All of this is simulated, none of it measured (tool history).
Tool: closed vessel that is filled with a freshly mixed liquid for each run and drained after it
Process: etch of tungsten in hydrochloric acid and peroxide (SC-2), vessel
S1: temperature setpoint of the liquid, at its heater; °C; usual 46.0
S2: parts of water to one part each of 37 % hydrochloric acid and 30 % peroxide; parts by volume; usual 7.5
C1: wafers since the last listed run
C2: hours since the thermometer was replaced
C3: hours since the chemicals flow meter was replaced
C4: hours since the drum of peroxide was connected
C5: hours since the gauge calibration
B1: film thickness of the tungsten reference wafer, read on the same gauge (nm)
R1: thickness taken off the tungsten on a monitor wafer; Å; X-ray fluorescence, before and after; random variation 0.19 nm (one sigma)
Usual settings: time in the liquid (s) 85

run 1 hour=0.0 | S1=46.0 S2=7.5 time_in_the_liquid_(s)=85 | C1=0 C2=466.2 C3=862.2 C4=1056.0 C5=383.9 | B1=100.01 | R1=220.1
run 2 hour=9.7 | S1=46.0 S2=7.5 time_in_the_liquid_(s)=85 | C1=1401 C2=475.9 C3=871.9 C4=1065.7 C5=393.6 | B1=99.99 | R1=219.0
-- hour=16.9 new drum of peroxide connected
run 3 hour=22.0 | S1=50.5 S2=7.5 time_in_the_liquid_(s)=85 | C1=1632 C2=488.2 C3=884.2 C4=5.1 C5=405.9 | B1=99.99 | R1=313.4
run 4 hour=28.3 | S1=46.0 S2=7.5 time_in_the_liquid_(s)=85 | C1=910 C2=494.5 C3=890.5 C4=11.4 C5=412.2 | B1=100.02 | R1=233.8
run 5 hour=45.6 | S1=46.0 S2=7.5 time_in_the_liquid_(s)=85 | C1=2499 C2=511.8 C3=907.8 C4=28.7 C5=429.5 | B1=99.97 | R1=232.9
run 6 hour=54.3 | S1=46.0 S2=7.5 time_in_the_liquid_(s)=85 | C1=1256 C2=520.5 C3=916.5 C4=37.4 C5=438.2 | B1=99.99 | R1=232.7
-- hour=60.9 gauge calibrated
-- hour=71.1 thermometer replaced
run 7 hour=72.0 | S1=46.0 S2=7.5 time_in_the_liquid_(s)=85 | C1=2412 C2=0.9 C3=934.2 C4=55.1 C5=11.1 | B1=99.98 | R1=234.2
-- hour=76.8 chemicals flow meter replaced
run 8 hour=88.0 | S1=46.0 S2=7.5 time_in_the_liquid_(s)=85 | C1=2166 C2=16.9 C3=11.2 C4=71.1 C5=27.1 | B1=99.99 | R1=233.9
run 9 hour=101.2 | S1=48.5 S2=9.0 time_in_the_liquid_(s)=120 | C1=1906 C2=30.1 C3=24.4 C4=84.3 C5=40.3 | B1=100.02 | R1=338.4
run 10 hour=111.5 | S1=46.0 S2=6.0 time_in_the_liquid_(s)=120 | C1=1487 C2=40.4 C3=34.7 C4=94.6 C5=50.6 | B1=99.99 | R1=387.4
run 11 hour=125.7 | S1=46.0 S2=9.5 time_in_the_liquid_(s)=85 | C1=2051 C2=54.6 C3=48.9 C4=108.8 C5=64.8 | B1=100.02 | R1=193.5
run 12 hour=139.2 | S1=38.0 S2=10.5 time_in_the_liquid_(s)=50 | C1=1950 C2=68.1 C3=62.4 C4=122.3 C5=78.3 | B1=100.01 | R1=59.7
run 13 hour=153.9 | S1=41.0 S2=10.5 time_in_the_liquid_(s)=85 | C1=2123 C2=82.8 C3=77.1 C4=137.0 C5=93.0 | B1=100.01 | R1=125.6
run 14 hour=166.0 | S1=46.0 S2=7.5 time_in_the_liquid_(s)=55 | C1=1747 C2=94.9 C3=89.2 C4=149.1 C5=105.1 | B1=100.03 | R1=148.4
run 15 hour=172.7 | S1=46.0 S2=7.5 time_in_the_liquid_(s)=85 | C1=967 C2=101.6 C3=95.9 C4=155.8 C5=111.8 | B1=99.98 | R1=231.9
run 16 hour=185.6 | S1=46.0 S2=4.5 time_in_the_liquid_(s)=85 | C1=1863 C2=114.5 C3=108.8 C4=168.7 C5=124.7 | B1=100.02 | R1=340.5
run 17 hour=194.9 | S1=46.0 S2=7.5 time_in_the_liquid_(s)=85 | C1=1343 C2=123.8 C3=118.1 C4=178.0 C5=134.0 | B1=99.96 | R1=229.2
run 18 hour=205.2 | S1=49.5 S2=9.0 time_in_the_liquid_(s)=50 | C1=1487 C2=134.1 C3=128.4 C4=188.3 C5=144.3 | B1=100.00 | R1=149.8
run 19 hour=214.7 | S1=46.0 S2=7.5 time_in_the_liquid_(s)=45 | C1=1372 C2=143.6 C3=137.9 C4=197.8 C5=153.8 | B1=99.99 | R1=122.9
run 20 hour=228.6 | S1=41.0 S2=10.5 time_in_the_liquid_(s)=130 | C1=2008 C2=157.5 C3=151.8 C4=211.7 C5=167.7 | B1=99.98 | R1=189.1
run 21 hour=246.0 | S1=54.0 S2=11.0 time_in_the_liquid_(s)=55 | C1=2513 C2=174.9 C3=169.2 C4=229.1 C5=185.1 | B1=100.04 | R1=183.6
run 22 hour=262.8 | S1=46.0 S2=10.0 time_in_the_liquid_(s)=70 | C1=2426 C2=191.7 C3=186.0 C4=245.9 C5=201.9 | B1=100.01 | R1=149.4
run 23 hour=276.9 | S1=46.0 S2=6.0 time_in_the_liquid_(s)=85 | C1=2036 C2=205.8 C3=200.1 C4=260.0 C5=216.0 | B1=99.99 | R1=275.7
run 24 hour=284.8 | S1=46.0 S2=6.5 time_in_the_liquid_(s)=85 | C1=1141 C2=213.7 C3=208.0 C4=267.9 C5=223.9 | B1=99.99 | R1=260.9
run 25 hour=295.2 | S1=43.5 S2=6.0 time_in_the_liquid_(s)=55 | C1=1502 C2=224.1 C3=218.4 C4=278.3 C5=234.3 | B1=99.99 | R1=147.9
run 26 hour=312.5 | S1=46.0 S2=7.5 time_in_the_liquid_(s)=85 | C1=2499 C2=241.4 C3=235.7 C4=295.6 C5=251.6 | B1=100.03 | R1=229.0
run 27 hour=324.4 | S1=40.0 S2=10.5 time_in_the_liquid_(s)=105 | C1=1719 C2=253.3 C3=247.6 C4=307.5 C5=263.5 | B1=100.01 | R1=140.0
run 28 hour=331.8 | S1=46.0 S2=7.5 time_in_the_liquid_(s)=85 | C1=1069 C2=260.7 C3=255.0 C4=314.9 C5=270.9 | B1=100.01 | R1=228.9
run 29 hour=338.2 | S1=46.0 S2=7.5 time_in_the_liquid_(s)=85 | C1=924 C2=267.1 C3=261.4 C4=321.3 C5=277.3 | B1=100.00 | R1=230.4
run 30 hour=384.1 | S1=38.5 S2=6.5 time_in_the_liquid_(s)=50 | C1=6630 C2=313.0 C3=307.3 C4=367.2 C5=323.2 | B1=100.02 | R1=89.0

The same runs without the tool's hidden state, with the same run-to-run variation:
The hidden state here: liquid hotter than its thermometer reads (K); chemicals flow above the setpoint (%); peroxide weaker than its label (%); gauge reads high (%).
run=1 R1=234.9
run=2 R1=233.8
run=3 R1=314.6
run=4 R1=234.7
run=5 R1=234.1
run=6 R1=234.0
run=7 R1=235.8
run=8 R1=235.6
run=9 R1=341.3
run=10 R1=390.8
run=11 R1=195.4
run=12 R1=60.3
run=13 R1=127.1
run=14 R1=150.2
run=15 R1=234.8
run=16 R1=344.8
run=17 R1=232.4
run=18 R1=152.1
run=19 R1=124.7
run=20 R1=192.2
run=21 R1=186.8
run=22 R1=152.1
run=23 R1=280.8
run=24 R1=265.9
run=25 R1=150.7
run=26 R1=233.9
run=27 R1=143.1
run=28 R1=234.0
run=29 R1=235.6
run=30 R1=91.2

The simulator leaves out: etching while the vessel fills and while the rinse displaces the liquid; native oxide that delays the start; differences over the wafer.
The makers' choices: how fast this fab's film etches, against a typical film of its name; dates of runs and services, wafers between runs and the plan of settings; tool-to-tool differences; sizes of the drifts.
